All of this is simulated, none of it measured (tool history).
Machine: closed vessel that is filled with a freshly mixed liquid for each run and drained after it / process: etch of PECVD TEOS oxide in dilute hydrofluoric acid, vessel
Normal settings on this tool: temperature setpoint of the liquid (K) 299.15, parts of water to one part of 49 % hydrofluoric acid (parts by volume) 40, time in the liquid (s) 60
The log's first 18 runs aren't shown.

run    hour  temperature setpoint of the liquid (K)  parts of water to one part of 49 % hydrofluoric acid (parts by volume)  time in the liquid (s)  read-back film thickness of the PECVD TEOS oxide reference wafer, read on the same gauge (nm)  thickness taken off the PECVD TEOS oxide on a monitor wafer (Å)
 19  1012.8                                  299.15                                                                      55                      60                                                                                          79.99                                                            238.7
 20  1071.0                                  302.15                                                                      55                      70                                                                                          80.00                                                            312.2
 21  1235.8                                  303.15                                                                      50                      75                                                                                          79.98                                                            382.0
 22  1272.6                                  299.15                                                                      35                      70                                                                                          80.02                                                            441.6
     1299.7  -- hydrofluoric acid flow meter replaced
 23  1340.5                                  297.65                                                                      30                      80                                                                                          80.00                                                            576.8
 24  1396.9                                  302.15                                                                      55                      60                                                                                          79.99                                                            271.8
 25  1443.1                                  301.15                                                                      50                      45                                                                                          79.99                                                            215.8
 26  1481.4                                  299.15                                                                      25                      35                                                                                          80.02                                                            321.6
 27  1535.7                                  299.15                                                                      40                      60                                                                                          79.98                                                            335.0
 28  1574.0                                  299.15                                                                      40                      60                                                                                          80.01                                                            334.1
 29  1606.6                                  294.65                                                                      25                      75                                                                                          79.97                                                            564.0
 30  1638.2                                  303.65                                                                      35                      75                                                                                          80.02                                                            575.6
 31  1684.1                                  299.15                                                                      30                      45                                                                                          80.03                                                            337.2
 32  1734.6                                  299.15                                                                      40                      60                                                                                          79.98                                                            330.3

Here are 5 independent what-if runs from the current tool condition. What would each one return?
  A  1735.3                                  299.15                                                                      40                      60                                                                                              ?                                                                ?
  B  1735.3                                  299.15                                                                      60                      95                                                                                              ?                                                                ?
  C  1735.3                                  301.15                                                                      40                      45                                                                                              ?                                                                ?
  D  1735.3                                  299.15                                                                      40                      40                                                                                              ?                                                                ?
  E  1735.3                                  299.15                                                                      55                      50                                                                                              ?                                                                ?

run  read-back film thickness of the PECVD TEOS oxide reference wafer, read on the same gauge (nm)  thickness taken off the PECVD TEOS oxide on a monitor wafer (Å)
  A                                                                                          80.04                                                            333.0
  B                                                                                          80.04                                                            341.6
  C                                                                                          80.04                                                            270.8
  D                                                                                          80.04                                                            222.0
  E                                                                                          80.04                                                            197.5
Stripped of hidden state, with their random variation kept, the same runs would have yielded:
run  thickness taken off the PECVD TEOS oxide on a monitor wafer (Å)
  A                                                            343.8
  B                                                            352.9
  C                                                            279.6
  D                                                            229.2
  E                                                            204.0
